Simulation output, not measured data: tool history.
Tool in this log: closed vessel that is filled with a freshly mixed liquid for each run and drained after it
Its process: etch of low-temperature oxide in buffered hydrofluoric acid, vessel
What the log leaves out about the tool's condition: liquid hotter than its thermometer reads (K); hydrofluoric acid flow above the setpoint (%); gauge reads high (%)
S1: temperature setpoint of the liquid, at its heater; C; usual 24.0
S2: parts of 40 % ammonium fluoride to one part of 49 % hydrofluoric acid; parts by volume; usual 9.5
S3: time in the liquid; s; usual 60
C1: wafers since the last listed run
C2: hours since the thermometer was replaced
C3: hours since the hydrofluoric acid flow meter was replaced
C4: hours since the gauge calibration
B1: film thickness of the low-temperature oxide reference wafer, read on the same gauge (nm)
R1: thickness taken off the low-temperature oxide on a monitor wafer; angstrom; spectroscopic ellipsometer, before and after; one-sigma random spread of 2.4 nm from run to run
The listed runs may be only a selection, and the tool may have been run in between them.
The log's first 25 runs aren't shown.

run,hour,S1,S2,S3,C1,C2,C3,C4,B1,R1
26,283.0,20.0,9.5,35,816,60.2,10.8,128.6,150.00,1865.5
27,299.0,24.0,12.5,90,1695,76.2,26.8,144.6,149.97,4683.3
28,325.1,28.5,11.5,40,2766,102.3,52.9,170.7,149.98,2897.6
29,340.6,20.5,9.5,75,1642,117.8,68.4,186.2,150.00,4115.8
30,350.0,28.5,7.0,40,996,127.2,77.8,195.6,150.00,4628.4
31,366.3,24.0,9.5,60,1727,143.5,94.1,211.9,149.97,4061.1
32,383.0,20.5,7.5,70,1770,160.2,110.8,228.6,149.99,4969.3
33,410.2,22.0,6.5,60,2882,187.4,138.0,255.8,150.01,5311.3

Each row is a separate what-if for the run after 33, all from the same tool condition, not one after another. Results?
A,410.9,24.0,9.5,80,74,188.1,138.7,256.5,?,?
B,410.9,21.5,9.5,45,74,188.1,138.7,256.5,?,?
C,410.9,29.0,6.5,40,74,188.1,138.7,256.5,?,?

run,B1,R1
A,150.00,5450.5
B,150.00,2673.1
C,150.00,5190.2
Stripped of hidden state, with their random variation kept, the same runs would have yielded:
run,R1
A,5266.2
B,2582.0
C,4983.6
